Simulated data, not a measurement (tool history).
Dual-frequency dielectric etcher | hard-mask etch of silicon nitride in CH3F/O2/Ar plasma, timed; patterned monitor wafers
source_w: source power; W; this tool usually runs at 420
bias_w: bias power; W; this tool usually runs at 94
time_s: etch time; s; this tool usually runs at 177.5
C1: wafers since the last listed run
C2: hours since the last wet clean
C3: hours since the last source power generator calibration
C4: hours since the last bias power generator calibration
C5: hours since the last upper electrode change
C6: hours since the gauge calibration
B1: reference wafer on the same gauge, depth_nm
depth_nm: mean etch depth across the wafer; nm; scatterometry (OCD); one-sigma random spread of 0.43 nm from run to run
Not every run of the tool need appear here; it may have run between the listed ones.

{"run": 1, "hour": 0.0, "source_w": 420, "bias_w": 99, "time_s": 177.5, "C1": 0, "C2": 442.5, "C3": 1801.3, "C4": 2725.1, "C5": 4438, "C6": 130.2, "B1": 140, "depth_nm": 139.2}
{"run": 2, "hour": 6.7, "source_w": 420, "bias_w": 99, "time_s": 177.5, "C1": 55, "C2": 449.2, "C3": 1808, "C4": 2731.8, "C5": 4444.7, "C6": 136.9, "B1": 140, "depth_nm": 138}
{"run": 3, "hour": 14.1, "source_w": 420, "bias_w": 94, "time_s": 151, "C1": 61, "C2": 456.6, "C3": 1815.4, "C4": 2739.2, "C5": 4452.1, "C6": 144.3, "B1": 140, "depth_nm": 115.1}
{"run": 4, "hour": 23.5, "source_w": 420, "bias_w": 94, "time_s": 151, "C1": 78, "C2": 466, "C3": 1824.8, "C4": 2748.6, "C5": 4461.5, "C6": 153.7, "B1": 140, "depth_nm": 115.2}
{"run": 5, "hour": 31.4, "source_w": 420, "bias_w": 94, "time_s": 151, "C1": 66, "C2": 473.9, "C3": 1832.7, "C4": 2756.5, "C5": 4469.4, "C6": 161.6, "B1": 140, "depth_nm": 115.9}
{"run": 6, "hour": 40.1, "source_w": 420, "bias_w": 94, "time_s": 144, "C1": 72, "C2": 482.6, "C3": 1841.4, "C4": 2765.2, "C5": 4478.1, "C6": 170.3, "B1": 140, "depth_nm": 109.5}
{"run": 7, "hour": 52.4, "source_w": 420, "bias_w": 94, "time_s": 141.5, "C1": 102, "C2": 494.9, "C3": 1853.7, "C4": 2777.5, "C5": 4490.4, "C6": 182.6, "B1": 140, "depth_nm": 107.5}
{"hour": 81.9, "done": "source power generator calibrated"}
{"hour": 86.3, "done": "upper electrode replaced"}
{"run": 8, "hour": 86.8, "source_w": 420, "bias_w": 94, "time_s": 141.5, "C1": 216, "C2": 529.3, "C3": 4.9, "C4": 2811.9, "C5": 0.5, "C6": 217, "B1": 140.1, "depth_nm": 107.5}
{"run": 9, "hour": 87.2, "source_w": 420, "bias_w": 94, "time_s": 177.5, "C1": 3, "C2": 529.7, "C3": 5.3, "C4": 2812.3, "C5": 0.9, "C6": 217.4, "B1": 140.1, "depth_nm": 134.7}
{"run": 10, "hour": 87.6, "source_w": 420, "bias_w": 94, "time_s": 177.5, "C1": 3, "C2": 530.1, "C3": 5.7, "C4": 2812.7, "C5": 1.3, "C6": 217.8, "B1": 140, "depth_nm": 134.6}
{"run": 11, "hour": 98.5, "source_w": 490, "bias_w": 73, "time_s": 199, "C1": 91, "C2": 541, "C3": 16.6, "C4": 2823.6, "C5": 12.2, "C6": 228.7, "B1": 140, "depth_nm": 139.1}
{"hour": 115.0, "done": "gauge calibrated"}
{"hour": 122.8, "done": "wet clean of the chamber"}
{"run": 12, "hour": 123.3, "source_w": 350, "bias_w": 73, "time_s": 198, "C1": 6, "C2": 0.5, "C3": 41.4, "C4": 2848.4, "C5": 37, "C6": 8.3, "B1": 140.1, "depth_nm": 122.8}
{"run": 13, "hour": 129.3, "source_w": 360, "bias_w": 106, "time_s": 142, "C1": 50, "C2": 6.5, "C3": 47.4, "C4": 2854.4, "C5": 43, "C6": 14.3, "B1": 140, "depth_nm": 106.7}
{"run": 14, "hour": 146.2, "source_w": 420, "bias_w": 74, "time_s": 196, "C1": 141, "C2": 23.4, "C3": 64.3, "C4": 2871.3, "C5": 59.9, "C6": 31.2, "B1": 139.9, "depth_nm": 129}
{"hour": 152.9, "done": "bias power generator calibrated"}
{"hour": 171.8, "done": "wet clean of the chamber, repeated, since the last time left the tool worse"}
{"run": 15, "hour": 172.3, "source_w": 370, "bias_w": 94, "time_s": 177.5, "C1": 27, "C2": 0.5, "C3": 90.4, "C4": 19.4, "C5": 86, "C6": 57.3, "B1": 140, "depth_nm": 135.7}
{"run": 16, "hour": 172.6, "source_w": 420, "bias_w": 83, "time_s": 125, "C1": 2, "C2": 0.8, "C3": 90.7, "C4": 19.7, "C5": 86.3, "C6": 57.6, "B1": 140, "depth_nm": 94.1}
{"run": 17, "hour": 173.0, "source_w": 490, "bias_w": 73, "time_s": 199, "C1": 3, "C2": 1.2, "C3": 91.1, "C4": 20.1, "C5": 86.7, "C6": 58, "B1": 140, "depth_nm": 146}
{"run": 18, "hour": 181.2, "source_w": 390, "bias_w": 105, "time_s": 128.5, "C1": 68, "C2": 9.4, "C3": 99.3, "C4": 28.3, "C5": 94.9, "C6": 66.2, "B1": 140, "depth_nm": 105.9}
{"run": 19, "hour": 188.9, "source_w": 420, "bias_w": 94, "time_s": 177.5, "C1": 64, "C2": 17.1, "C3": 107, "C4": 36, "C5": 102.6, "C6": 73.9, "B1": 140, "depth_nm": 141.3}
{"run": 20, "hour": 196.4, "source_w": 380, "bias_w": 87, "time_s": 177.5, "C1": 62, "C2": 24.6, "C3": 114.5, "C4": 43.5, "C5": 110.1, "C6": 81.4, "B1": 139.9, "depth_nm": 131.4}
{"run": 21, "hour": 209.8, "source_w": 420, "bias_w": 94, "time_s": 151, "C1": 111, "C2": 38, "C3": 127.9, "C4": 56.9, "C5": 123.5, "C6": 94.8, "B1": 140.1, "depth_nm": 119.1}

Predict each of these 4 candidate next runs independently; none follows another, all start after run 21:
{"run": "A", "hour": 210.3, "source_w": 420, "bias_w": 94, "time_s": 177.5, "C1": 4, "C2": 38.5, "C3": 128.4, "C4": 57.4, "C5": 124, "C6": 95.3, "B1": "?", "depth_nm": "?"}
{"run": "B", "hour": 210.3, "source_w": 340, "bias_w": 94, "time_s": 131, "C1": 4, "C2": 38.5, "C3": 128.4, "C4": 57.4, "C5": 124, "C6": 95.3, "B1": "?", "depth_nm": "?"}
{"run": "C", "hour": 210.3, "source_w": 330, "bias_w": 74, "time_s": 197, "C1": 4, "C2": 38.5, "C3": 128.4, "C4": 57.4, "C5": 124, "C6": 95.3, "B1": "?", "depth_nm": "?"}
{"run": "D", "hour": 210.3, "source_w": 370, "bias_w": 116, "time_s": 177.5, "C1": 4, "C2": 38.5, "C3": 128.4, "C4": 57.4, "C5": 124, "C6": 95.3, "B1": "?", "depth_nm": "?"}

run=A B1=140 depth_nm=140.8
run=B B1=140 depth_nm=97.9
run=C B1=140 depth_nm=129.9
run=D B1=140 depth_nm=150.1
With no hidden state in the tool, these same runs would have given:
run=A depth_nm=140.5
run=B depth_nm=97.7
run=C depth_nm=129.6
run=D depth_nm=149.8
